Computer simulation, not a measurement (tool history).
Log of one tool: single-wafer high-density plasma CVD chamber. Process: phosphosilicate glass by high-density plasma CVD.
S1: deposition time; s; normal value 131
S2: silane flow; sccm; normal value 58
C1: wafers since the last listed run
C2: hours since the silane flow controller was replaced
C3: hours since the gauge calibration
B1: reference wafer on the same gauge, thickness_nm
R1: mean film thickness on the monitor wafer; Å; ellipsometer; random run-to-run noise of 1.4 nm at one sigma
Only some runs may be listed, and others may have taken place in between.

{"run": 1, "hour": 0.0, "S1": 131, "S2": 50, "C1": 0, "C2": 2014.6, "C3": 87.3, "B1": 893.718, "R1": 6384.06}
{"run": 2, "hour": 43.2, "S1": 131, "S2": 58, "C1": 462, "C2": 2057.8, "C3": 130.5, "B1": 894.622, "R1": 7360.1}
{"run": 3, "hour": 58.9, "S1": 131, "S2": 58, "C1": 168, "C2": 2073.5, "C3": 146.2, "B1": 894.221, "R1": 7357.21}
{"run": 4, "hour": 74.9, "S1": 131, "S2": 58, "C1": 171, "C2": 2089.5, "C3": 162.2, "B1": 894.509, "R1": 7378.99}
{"run": 5, "hour": 86.7, "S1": 131, "S2": 58, "C1": 126, "C2": 2101.3, "C3": 174.0, "B1": 894.238, "R1": 7344.13}
{"run": 6, "hour": 96.3, "S1": 131, "S2": 58, "C1": 102, "C2": 2110.9, "C3": 183.6, "B1": 894.463, "R1": 7357.15}
{"run": 7, "hour": 112.2, "S1": 131, "S2": 58, "C1": 170, "C2": 2126.8, "C3": 199.5, "B1": 894.377, "R1": 7360.05}
{"run": 8, "hour": 126.4, "S1": 131, "S2": 58, "C1": 152, "C2": 2141.0, "C3": 213.7, "B1": 893.884, "R1": 7313.05}
{"run": 9, "hour": 133.1, "S1": 131, "S2": 58, "C1": 71, "C2": 2147.7, "C3": 220.4, "B1": 893.661, "R1": 7341.53}
{"run": 10, "hour": 140.2, "S1": 131, "S2": 58, "C1": 76, "C2": 2154.8, "C3": 227.5, "B1": 893.834, "R1": 7333.08}
{"run": 11, "hour": 150.2, "S1": 131, "S2": 58, "C1": 107, "C2": 2164.8, "C3": 237.5, "B1": 893.697, "R1": 7329.48}
{"run": 12, "hour": 158.9, "S1": 131, "S2": 58, "C1": 93, "C2": 2173.5, "C3": 246.2, "B1": 894.083, "R1": 7317.4}
{"run": 13, "hour": 166.2, "S1": 117, "S2": 67, "C1": 78, "C2": 2180.8, "C3": 253.5, "B1": 893.712, "R1": 7551.35}
{"run": 14, "hour": 173.6, "S1": 124, "S2": 58, "C1": 79, "C2": 2188.2, "C3": 260.9, "B1": 894.508, "R1": 6935.12}
{"run": 15, "hour": 190.6, "S1": 131, "S2": 58, "C1": 182, "C2": 2205.2, "C3": 277.9, "B1": 893.919, "R1": 7310.18}
{"hour": 200.7, "done": "silane flow controller replaced"}
{"run": 16, "hour": 202.2, "S1": 148, "S2": 65, "C1": 38, "C2": 1.5, "C3": 289.5, "B1": 893.594, "R1": 9807.36}
{"run": 17, "hour": 217.2, "S1": 106, "S2": 54, "C1": 160, "C2": 16.5, "C3": 304.5, "B1": 894.477, "R1": 5857.07}
{"run": 18, "hour": 230.3, "S1": 143, "S2": 64, "C1": 140, "C2": 29.6, "C3": 317.6, "B1": 893.449, "R1": 9336.07}
{"run": 19, "hour": 240.0, "S1": 145, "S2": 47, "C1": 103, "C2": 39.3, "C3": 327.3, "B1": 894.032, "R1": 6977.17}
{"hour": 243.9, "done": "gauge calibrated"}
{"run": 20, "hour": 255.9, "S1": 131, "S2": 58, "C1": 170, "C2": 55.2, "C3": 12.0, "B1": 893.641, "R1": 7773.89}
{"run": 21, "hour": 273.4, "S1": 131, "S2": 58, "C1": 187, "C2": 72.7, "C3": 29.5, "B1": 894.251, "R1": 7777.34}
{"run": 22, "hour": 285.9, "S1": 155, "S2": 53, "C1": 133, "C2": 85.2, "C3": 42.0, "B1": 894.174, "R1": 8409.03}
{"run": 23, "hour": 299.2, "S1": 154, "S2": 68, "C1": 142, "C2": 98.5, "C3": 55.3, "B1": 894.03, "R1": 10645.84}
{"run": 24, "hour": 315.3, "S1": 144, "S2": 58, "C1": 172, "C2": 114.6, "C3": 71.4, "B1": 893.936, "R1": 8535.34}
{"run": 25, "hour": 322.5, "S1": 107, "S2": 65, "C1": 77, "C2": 121.8, "C3": 78.6, "B1": 893.746, "R1": 7096.4}

Below are 4 alternative next runs, each starting from the tool's condition after run 25. Predict each:
{"run": "A", "hour": 322.9, "S1": 114, "S2": 58, "C1": 4, "C2": 122.2, "C3": 79.0, "B1": "?", "R1": "?"}
{"run": "B", "hour": 322.9, "S1": 131, "S2": 46, "C1": 4, "C2": 122.2, "C3": 79.0, "B1": "?", "R1": "?"}
{"run": "C", "hour": 322.9, "S1": 153, "S2": 47, "C1": 4, "C2": 122.2, "C3": 79.0, "B1": "?", "R1": "?"}
{"run": "D", "hour": 322.9, "S1": 123, "S2": 63, "C1": 4, "C2": 122.2, "C3": 79.0, "B1": "?", "R1": "?"}

run=A B1=893.961 R1=6752.68
run=B B1=893.961 R1=6178.38
run=C B1=893.961 R1=7369.87
run=D B1=893.961 R1=7904.42
Stripped of hidden state, with their random variation kept, the same runs would have yielded:
run=A R1=6716.89
run=B R1=6145.63
run=C R1=7330.81
run=D R1=7862.53
